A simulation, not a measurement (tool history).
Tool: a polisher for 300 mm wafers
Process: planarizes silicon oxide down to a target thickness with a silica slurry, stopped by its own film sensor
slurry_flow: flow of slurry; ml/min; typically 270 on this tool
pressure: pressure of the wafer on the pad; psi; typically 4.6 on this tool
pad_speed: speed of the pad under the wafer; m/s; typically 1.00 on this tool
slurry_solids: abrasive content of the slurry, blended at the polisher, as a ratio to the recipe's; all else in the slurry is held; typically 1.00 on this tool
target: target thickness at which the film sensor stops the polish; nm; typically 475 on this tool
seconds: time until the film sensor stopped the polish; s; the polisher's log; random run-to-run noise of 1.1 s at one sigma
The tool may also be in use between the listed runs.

run	hour	slurry_flow	pressure	pad_speed	slurry_solids	target	wafers since the last listed run	wafers polished on this pad	hours since the slurry nozzle was cleaned	hours since the head pressure was calibrated	hours since the slurry blender was calibrated	hours since the conditioning disc was replaced	incoming thickness of the incoming film, nm	seconds
1	0.0	270	4.6	0.74	1.00	475	0	745	94.3	480.9	26.5	254.1	837.7	132.4
2	40.5	270	4.6	0.74	1.00	475	266	1012	134.8	521.4	67.0	294.6	838.7	131.0
3	69.9	270	4.6	0.74	1.00	475	193	1205	164.2	550.8	96.4	324.0	847.0	131.5
# hour 81.4: worn pad replaced by a new one
4	85.6	270	4.6	1.00	1.10	475	77	27	179.9	566.5	112.1	339.7	853.8	112.7
5	104.8	270	5.4	1.00	1.00	475	126	154	199.1	585.7	131.3	358.9	848.4	99.3
6	128.9	270	5.4	1.00	1.00	475	158	313	223.2	609.8	155.4	383.0	839.4	99.9
# hour 153.8: slurry blender recalibrated
7	155.2	270	4.6	1.00	1.00	475	160	473	249.5	636.1	1.4	409.3	845.7	117.9
# hour 167.6: conditioning disc replaced and pad reconditioned
8	168.1	270	4.6	1.00	1.00	475	71	544	262.4	649.0	14.3	0.5	846.2	118.5
9	187.6	205	3.5	0.66	1.10	475	128	673	281.9	668.5	33.8	20.0	858.6	182.0
10	205.0	270	4.6	1.00	1.00	475	114	787	299.3	685.9	51.2	37.4	845.7	117.2
11	220.8	270	4.6	1.00	1.00	475	104	891	315.1	701.7	67.0	53.2	836.5	115.2
# hour 235.0: head pressure recalibrated
12	236.5	270	4.6	1.00	1.00	475	90	982	330.8	1.5	82.7	68.9	847.0	120.0
# hour 255.1: slurry nozzle cleaned
# hour 259.5: worn pad replaced by a new one
13	260.0	345	4.6	1.00	1.15	475	121	3	4.9	25.0	106.2	92.4	843.8	101.5
14	284.7	210	3.2	1.30	1.00	475	162	165	29.6	49.7	130.9	117.1	855.7	149.5
15	310.2	185	3.8	0.66	1.00	345	167	333	55.1	75.2	156.4	142.6	854.0	231.6
# hour 323.6: slurry blender recalibrated
16	328.7	270	6.0	1.00	0.75	517	108	442	73.6	93.7	5.1	161.1	846.5	103.8

Here are 4 independent what-if runs from the current tool condition. What would each one return?
A	329.2	270	3.4	1.00	1.00	475	3	445	74.1	94.2	5.6	161.6	838.5	?
B	329.2	270	3.3	1.00	1.15	599	3	445	74.1	94.2	5.6	161.6	838.5	?
C	329.2	270	4.6	1.00	1.00	396	3	445	74.1	94.2	5.6	161.6	838.5	?
D	329.2	205	4.6	1.00	1.00	427	3	445	74.1	94.2	5.6	161.6	838.5	?

run	seconds
A	148.6
B	91.4
C	136.5
D	129.7
Without the tool's unlogged condition, the same runs would have read:
run	seconds
A	146.8
B	90.3
C	134.9
D	127.9
